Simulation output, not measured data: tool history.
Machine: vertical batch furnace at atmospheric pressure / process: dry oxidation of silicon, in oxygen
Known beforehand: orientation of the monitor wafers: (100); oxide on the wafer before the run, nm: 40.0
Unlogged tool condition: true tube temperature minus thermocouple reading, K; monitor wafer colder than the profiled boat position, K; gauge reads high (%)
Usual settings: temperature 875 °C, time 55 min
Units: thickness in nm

run    day  temperature  time  wafers since the last listed run  hours since the last temperature calibration  hours since the boat lift was adjusted  hours since the gauge calibration  read-back reference wafer on the same gauge, thickness  thickness
  1      0          868  34.5                                 0                                        1252.8                                  1218.9                              101.5                                                    37.9      42.77
  2  0.421          875    55                               126                                        1262.9                                    1229                              111.6                                                   37.89      45.35
     0.512  -- gauge calibrated
  3  2.417          875    55                               601                                        1310.8                                  1276.9                               45.7                                                   37.91      45.38
     3.462  -- boat lift adjusted
     3.679  -- thermocouples replaced and temperature profile calibrated
  4    3.7          875    55                                20                                           0.5                                     5.7                               76.5                                                   37.89      45.25
  5  3.896          875    55                                59                                           5.2                                    10.4                               81.2                                                   37.91      45.26
  6   4.25          875  38.5                               106                                          13.7                                    18.9                               89.7                                                   37.89      43.56
  7  4.604          875  38.5                               106                                          22.2                                    27.4                               98.2                                                    37.9      43.65
  8  5.008          875    55                               121                                          31.9                                    37.1                              107.9                                                   37.89       45.2
  9  5.496          856  70.5                               146                                          43.6                                    48.8                              119.6                                                   37.91      44.96
 10  6.204          875    55                               213                                          60.6                                    65.8                              136.6                                                   37.89      45.45
     6.233  -- gauge calibrated
 11  6.925          890    77                               217                                          77.9                                    83.1                               16.6                                                   37.92      49.46
 12  7.338          891  67.5                               124                                          87.8                                      93                               26.5                                                   37.92      48.52
 13    7.9          891  81.5                               169                                         101.3                                   106.5                                 40                                                   37.91      50.22
 14  8.317          886  31.5                               125                                         111.3                                   116.5                                 50                                                    37.9      43.56
 15   8.95          865    55                               190                                         126.5                                   131.7                               65.2                                                   37.91      44.46
 16  9.604          890  29.5                               197                                         142.2                                   147.4                               80.9                                                   37.89      43.59
 17  9.996          875    55                               118                                         151.6                                   156.8                               90.3                                                    37.9       45.4

Each row is a separate what-if for the run after 17, all from the same tool condition, not one after another. Results?
  A  10.196          875    55                                60                                         156.4                                   161.6                               95.1                                                       ?          ?
  B  10.196          867    55                                60                                         156.4                                   161.6                               95.1                                                       ?          ?
  C  10.196          886  34.5                                60                                         156.4                                   161.6                               95.1                                                       ?          ?
  D  10.196          865  67.5                                60                                         156.4                                   161.6                               95.1                                                       ?          ?
  E  10.196          864  33.5                                60                                         156.4                                   161.6                               95.1                                                       ?          ?

run  read-back reference wafer on the same gauge, thickness  thickness
  A                                                    37.9      45.33
  B                                                    37.9      44.66
  C                                                    37.9      43.99
  D                                                    37.9      45.54
  E                                                    37.9      42.66
The same runs, with their run-to-run variation unchanged, on a tool lacking any hidden condition would have given:
run  thickness
  A      45.33
  B      44.66
  C      43.99
  D      45.54
  E      42.66
